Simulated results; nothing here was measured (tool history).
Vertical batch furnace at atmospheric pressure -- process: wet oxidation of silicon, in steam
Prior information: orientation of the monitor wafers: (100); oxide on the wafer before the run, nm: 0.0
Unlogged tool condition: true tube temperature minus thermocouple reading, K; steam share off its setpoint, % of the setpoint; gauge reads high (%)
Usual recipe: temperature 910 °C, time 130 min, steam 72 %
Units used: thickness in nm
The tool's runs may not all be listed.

run,hour,temperature,time,steam,wafers since the last listed run,hours since the last temperature calibration,hours since the steam generator was serviced,hours since the gauge calibration,"read-back reference wafer on the same gauge, thickness",thickness
1,0,910,130,72,0,3355.3,1925.3,789.4,232.97,281.31
2,82.2,910,130,72,883,3437.5,2007.5,871.6,232.44,280.54
3,178.3,910,130,72,1032,3533.6,2103.6,967.7,231.74,279.69
4,267.3,910,130,72,956,3622.6,2192.6,1056.7,231.05,277.95
5,372.3,910,130,72,1128,3727.6,2297.6,1161.7,230.52,276.88
6,446.1,910,130,72,792,3801.4,2371.4,1235.5,229.85,276.6
7,493.6,910,130,69,510,3848.9,2418.9,1283,229.47,268.08
8,566.3,898,130,72,781,3921.6,2491.6,1355.7,228.74,238.27
9,660.8,898,130,72,1015,4016.1,2586.1,1450.2,228.01,236.19
10,754.6,910,130,66,1007,4109.9,2679.9,1544,226.83,253.36
11,846.3,910,130,72,985,4201.6,2771.6,1635.7,226.07,272.41
# hour 882.3: thermocouples replaced and temperature profile calibrated
# hour 909.7: steam generator serviced
# hour 917: gauge calibrated
12,919.4,910,130,81,269,37.1,9.7,2.4,235.9,314.19
13,956.8,933,84,62,401,74.5,47.1,39.8,235.75,221.73
14,1015.9,925,190,61,635,133.6,106.2,98.9,235.97,393.21
15,1072.4,910,191.5,63,607,190.1,162.7,155.4,235.73,350.26
16,1171.6,934,73,72,1065,289.3,261.9,254.6,235.57,227.58
17,1223.3,923,174.5,63,555,341,313.6,306.3,235.26,370.14
18,1312,899,112,80,953,429.7,402.3,395,235.29,238.75
19,1397.4,897,109,79,917,515.1,487.7,480.4,235.02,224.77
20,1484,910,130,72,930,601.7,574.3,567,234.71,282.57
21,1534.5,887,130,68,542,652.2,624.8,617.5,234.56,199.48
22,1614.4,910,171,78,858,732.1,704.7,697.4,234.34,377.93
23,1702.4,910,130,72,945,820.1,792.7,785.4,233.69,282.07

Consider 5 possible next runs. They are alternatives, not a sequence: every one starts from the tool as it was left by run 23. What does each give?
A,1709,910,130,72,70,826.7,799.3,792,?,?
B,1709,928,161,76,70,826.7,799.3,792,?,?
C,1709,910,76.5,72,70,826.7,799.3,792,?,?
D,1709,910,164.5,62,70,826.7,799.3,792,?,?
E,1709,910,130,76,70,826.7,799.3,792,?,?

run,"read-back reference wafer on the same gauge, thickness",thickness
A,233.6,281.91
B,233.6,417.98
C,233.6,179.17
D,233.6,302.65
E,233.6,294.82
Had the tool no hidden state, the same runs would have come out as:
run,thickness
A,284.67
B,422.07
C,180.92
D,305.61
E,297.71
